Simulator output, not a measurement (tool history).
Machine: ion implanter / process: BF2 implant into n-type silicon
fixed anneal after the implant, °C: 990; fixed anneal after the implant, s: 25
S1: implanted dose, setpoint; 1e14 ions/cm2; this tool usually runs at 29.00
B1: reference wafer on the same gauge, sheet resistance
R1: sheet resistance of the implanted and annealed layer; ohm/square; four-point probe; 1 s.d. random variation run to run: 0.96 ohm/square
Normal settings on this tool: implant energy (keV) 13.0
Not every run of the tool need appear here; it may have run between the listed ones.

Run 1, day 0.000: usual settings; B1 166.98. Result: R1 203.82 ohm/square.
Run 2, day 1.283: usual settings but S1 27.21 1e14 ions/cm2; B1 166.80. Result: R1 204.66 ohm/square.
Run 3, day 2.096: usual settings; B1 166.98. Result: R1 203.54 ohm/square.
Run 4, day 3.346: usual settings; B1 166.67. Result: R1 204.71 ohm/square.
Run 5, day 4.279: usual settings; B1 166.90. Result: R1 205.13 ohm/square.
Run 6, day 5.004: usual settings; B1 166.96. Result: R1 203.87 ohm/square.
Run 7, day 6.412: usual settings; B1 167.17. Result: R1 203.95 ohm/square.
Run 8, day 7.196: usual settings; B1 167.00. Result: R1 204.89 ohm/square.
Run 9, day 7.758: usual settings but S1 31.37 1e14 ions/cm2, implant energy (keV) 14.0; B1 166.75. Result: R1 196.66 ohm/square.
Run 10, day 9.021: usual settings but S1 31.37 1e14 ions/cm2, implant energy (keV) 14.0; B1 166.83. Result: R1 197.27 ohm/square.
Run 11, day 10.071: usual settings but S1 31.37 1e14 ions/cm2, implant energy (keV) 14.0; B1 166.96. Result: R1 197.09 ohm/square.
Run 12, day 10.592: usual settings; B1 167.05. Result: R1 203.84 ohm/square.
Run 13, day 12.212: usual settings; B1 167.06. Result: R1 204.36 ohm/square.
Run 14, day 13.400: usual settings but S1 26.17 1e14 ions/cm2; B1 167.02. Result: R1 205.45 ohm/square.
Run 15, day 13.992: usual settings; B1 167.05. Result: R1 205.37 ohm/square.
Run 16, day 14.938: usual settings but S1 33.29 1e14 ions/cm2, implant energy (keV) 11.5; B1 166.72. Result: R1 210.21 ohm/square.
Run 17, day 17.788: usual settings but S1 23.37 1e14 ions/cm2, implant energy (keV) 11.0; B1 167.14. Result: R1 220.49 ohm/square.
Run 18, day 18.717: usual settings but S1 36.12 1e14 ions/cm2, implant energy (keV) 10.5; B1 167.23. Result: R1 217.31 ohm/square.
Run 19, day 19.588: usual settings but S1 26.62 1e14 ions/cm2, implant energy (keV) 14.5; B1 166.87. Result: R1 196.73 ohm/square.
Run 20, day 20.329: usual settings; B1 167.02. Result: R1 203.36 ohm/square.
Run 21, day 21.612: usual settings but implant energy (keV) 14.0; B1 167.22. Result: R1 198.51 ohm/square.
Run 22, day 22.750: usual settings but S1 32.32 1e14 ions/cm2, implant energy (keV) 17.0; B1 167.28. Result: R1 181.74 ohm/square.
Run 23, day 23.617: usual settings but S1 32.40 1e14 ions/cm2, implant energy (keV) 9.5; B1 166.88. Result: R1 226.78 ohm/square.
Run 24, day 24.254: usual settings; B1 167.02. Result: R1 204.17 ohm/square.
Run 25, day 24.812: usual settings but S1 35.31 1e14 ions/cm2, implant energy (keV) 14.0; B1 167.11. Result: R1 194.95 ohm/square.
Run 26, day 25.867: usual settings but S1 34.56 1e14 ions/cm2, implant energy (keV) 17.5; B1 166.96. Result: R1 177.81 ohm/square.
Run 27, day 27.267: usual settings but S1 31.61 1e14 ions/cm2; B1 166.88. Result: R1 202.94 ohm/square.

Between the runs listed above, the log contained 3 entries, not reproduced here. Where in the sequence does each belong, and how does what the log doesn't record of the tool's condition differ from the listed run before to the listed run after?
Runs 12 to 13: Faraday cup replaced and dose calibrated (day 12.192)
  both runs share identical hidden conditions
Runs 13 to 14: extraction supply calibrated (day 13.379)
  both runs share identical hidden conditions
Runs 19 to 20: gauge calibrated (day 20.088)
  both runs share identical hidden conditions
